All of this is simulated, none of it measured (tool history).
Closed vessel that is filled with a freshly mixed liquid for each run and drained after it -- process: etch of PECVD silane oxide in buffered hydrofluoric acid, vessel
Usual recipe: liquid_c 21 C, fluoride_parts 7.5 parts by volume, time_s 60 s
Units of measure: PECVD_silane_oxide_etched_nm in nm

run,day,liquid_c,fluoride_parts,time_s,"read-back film thickness of the PECVD silane oxide reference wafer, read on the same gauge (nm)",PECVD_silane_oxide_etched_nm
1,0,21,7.5,60,140.02,351.54
2,0.588,21,7.5,60,140.01,354.21
3,2.029,21,7.5,60,139.98,351.56
4,2.567,21,7.5,60,140.01,352.92
5,3.646,21,7.5,60,140.01,355.54
6,4.942,21,7.5,35,139.98,206.93
7,5.917,21,7.5,60,140,353.79
8,7.171,21,7.5,60,140,357.55
9,8.638,21,7.5,60,139.98,353.68
10,9.779,21,7.5,60,139.99,358.1
11,10.858,21,6.5,85,140.03,577.02
# day 11.942: gauge calibrated
12,12.029,17,7.5,90,140.02,426.56
13,15.675,26,5,35,140.04,387.45

Forecast run 14:
14,16.458,23.5,7.5,60,?,?

read-back film thickness of the PECVD silane oxide reference wafer, read on the same gauge (nm): 139.96
PECVD_silane_oxide_etched_nm: 409.77 nm
Without the tool's hidden state the same run would have given PECVD_silane_oxide_etched_nm 361.72 nm.
